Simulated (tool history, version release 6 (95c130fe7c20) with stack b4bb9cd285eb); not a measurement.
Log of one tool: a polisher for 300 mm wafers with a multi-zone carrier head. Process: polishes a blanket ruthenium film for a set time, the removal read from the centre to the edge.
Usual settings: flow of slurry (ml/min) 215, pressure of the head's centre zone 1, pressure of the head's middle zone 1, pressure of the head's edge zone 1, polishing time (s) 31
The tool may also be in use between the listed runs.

| run | hour | flow of slurry (ml/min) | pressure of the head's centre zone | pressure of the head's middle zone | pressure of the head's edge zone | polishing time (s) | incoming thickness of the incoming film, nm | film removed at the wafer's centre (angstrom) | film removed at mid-radius (angstrom) | film removed at the wafer's edge (angstrom) |
|---|---|---|---|---|---|---|---|---|---|---|
| 1 | 0 | 215 | 1 | 1 | 1 | 31 | 578.8 | 221 | 225 | 213 |
| 2 | 205.3 | 180 | 0.93 | 1 | 0.96 | 31 | 576.8 | 206 | 227 | 216 |
| 3 | 253.7 | 275 | 1.11 | 0.93 | 1 | 31 | 587.4 | 264 | 221 | 224 |
| 4 | 351.4 | 215 | 1 | 1 | 1 | 22 | 577.9 | 160 | 157 | 156 |
| 5 | 458.7 | 215 | 1 | 0.9 | 1 | 42 | 582.3 | 305 | 269 | 288 |
| 6 | 524.9 | 245 | 1 | 0.89 | 0.95 | 40 | 578.9 | 293 | 265 | 284 |
| 7 | 586.5 | 155 | 1.06 | 1 | 1 | 31 | 588.4 | 221 | 211 | 200 |
| 8 | 667.7 | 215 | 0.89 | 1 | 1 | 27 | 587.3 | 160 | 191 | 188 |
| 9 | 739.1 | 215 | 0.94 | 0.9 | 1.12 | 31 | 580.8 | 200 | 196 | 222 |
| 10 | 796.5 | 215 | 1 | 1 | 1.05 | 31 | 583.3 | 234 | 230 | 225 |
| 11 | 845 | 280 | 0.95 | 1.04 | 1 | 26 | 586.9 | 186 | 205 | 194 |
| 12 | 931.9 | 145 | 1.11 | 1 | 1 | 31 | 590.8 | 238 | 203 | 207 |
| 13 | 1005.6 | 255 | 0.96 | 1 | 0.95 | 22 | 591.4 | 154 | 164 | 158 |
| 14 | 1069.1 | 235 | 1 | 1 | 0.94 | 40 | 582.2 | 294 | 302 | 274 |
| 15 | 1144.6 | 215 | 1 | 0.92 | 1 | 31 | 581.8 | 224 | 206 | 217 |
| 16 | 1185.4 | 215 | 1 | 1 | 0.95 | 31 | 582.3 | 222 | 231 | 211 |
| 17 | 1261.1 | 215 | 1 | 1 | 0.95 | 31 | 577.7 | 223 | 220 | 209 |
| 18 | 1332.6 | 215 | 0.93 | 0.96 | 0.93 | 39 | 578.2 | 248 | 276 | 259 |
| 19 | 1371.8 | 175 | 1 | 1 | 1 | 31 | 572 | 207 | 208 | 209 |
| 20 | 1478.7 | 215 | 1 | 1 | 1 | 31 | 581.5 | 229 | 233 | 221 |
| 21 | 1566.5 | 175 | 1 | 0.88 | 1 | 28 | 580.2 | 194 | 177 | 186 |
| 22 | 1754.8 | 215 | 1 | 1 | 1 | 31 | 579.8 | 224 | 224 | 213 |

Taken out of this log: 14 entries between the listed runs. Where each belongs, and how the hidden state differs across it:
Between runs 1 and 2: centre zone pressure recalibrated (hour 49.4); edge zone pressure recalibrated (hour 145.7); slurry nozzle cleaned (hour 163.7)
  slurry flow missing at the pad, %: 24.6 -> 6.63
  measured less the result without the state, film removed at the wafer's centre (angstrom): -13 -> -3; film removed at mid-radius (angstrom): -12 -> -3; film removed at the wafer's edge (angstrom): -8 -> -2
Between runs 3 and 4: carrier head's membrane replaced by a new one, of another model than before (hour 288.9)
  slurry flow missing at the pad, %: 10.5 -> 16.2
  measured less the result without the state, film removed at the wafer's centre (angstrom): -4 -> -6; film removed at mid-radius (angstrom): -3 -> -4; film removed at the wafer's edge (angstrom): -2 -> -4
Between runs 4 and 5: worn pad replaced by a new one (hour 419)
  slurry flow missing at the pad, %: 16.2 -> 20.2
  measured less the result without the state, film removed at the wafer's centre (angstrom): -6 -> -13; film removed at mid-radius (angstrom): -4 -> -11; film removed at the wafer's edge (angstrom): -4 -> -8
Between runs 9 and 10: centre zone pressure recalibrated (hour 746.7); slurry nozzle cleaned (hour 786.9)
  slurry flow missing at the pad, %: 24.7 -> 2.66
  measured less the result without the state, film removed at the wafer's centre (angstrom): -11 -> -1; film removed at mid-radius (angstrom): -10 -> -1; film removed at the wafer's edge (angstrom): -9 -> -1
Between runs 10 and 11: edge zone pressure recalibrated (hour 835.1)
  slurry flow missing at the pad, %: 2.66 -> 7.16
  measured less the result without the state, film removed at the wafer's centre (angstrom): -1 -> -2; film removed at mid-radius (angstrom): -1 -> -2; film removed at the wafer's edge (angstrom): -1 -> -2
Between runs 12 and 13: carrier head's membrane replaced by a new one (hour 991.7)
  slurry flow missing at the pad, %: 13.1 -> 16.7
  measured less the result without the state, film removed at the wafer's centre (angstrom): -10 -> -5; film removed at mid-radius (angstrom): -7 -> -4; film removed at the wafer's edge (angstrom): -5 -> -3
Between runs 15 and 16: worn pad replaced by a new one (hour 1164.9)
  slurry flow missing at the pad, %: 20.8 -> 21.6
  measured less the result without the state, film removed at the wafer's centre (angstrom): -11 -> -11; film removed at mid-radius (angstrom): -9 -> -10; film removed at the wafer's edge (angstrom): -7 -> -7
Between runs 19 and 20: slurry nozzle cleaned (hour 1411.6)
  slurry flow missing at the pad, %: 23.9 -> 8.78
  measured less the result without the state, film removed at the wafer's centre (angstrom): -14 -> -3; film removed at mid-radius (angstrom): -12 -> -4; film removed at the wafer's edge (angstrom): -9 -> -2
Between runs 21 and 22: edge zone pressure recalibrated (hour 1579.9); centre zone pressure recalibrated (hour 1594.5); carrier head's membrane replaced by a new one (hour 1754.3)
  slurry flow missing at the pad, %: 14.6 -> 21.4
  measured less the result without the state, film removed at the wafer's centre (angstrom): -8 -> -10; film removed at mid-radius (angstrom): -6 -> -9; film removed at the wafer's edge (angstrom): -4 -> -7
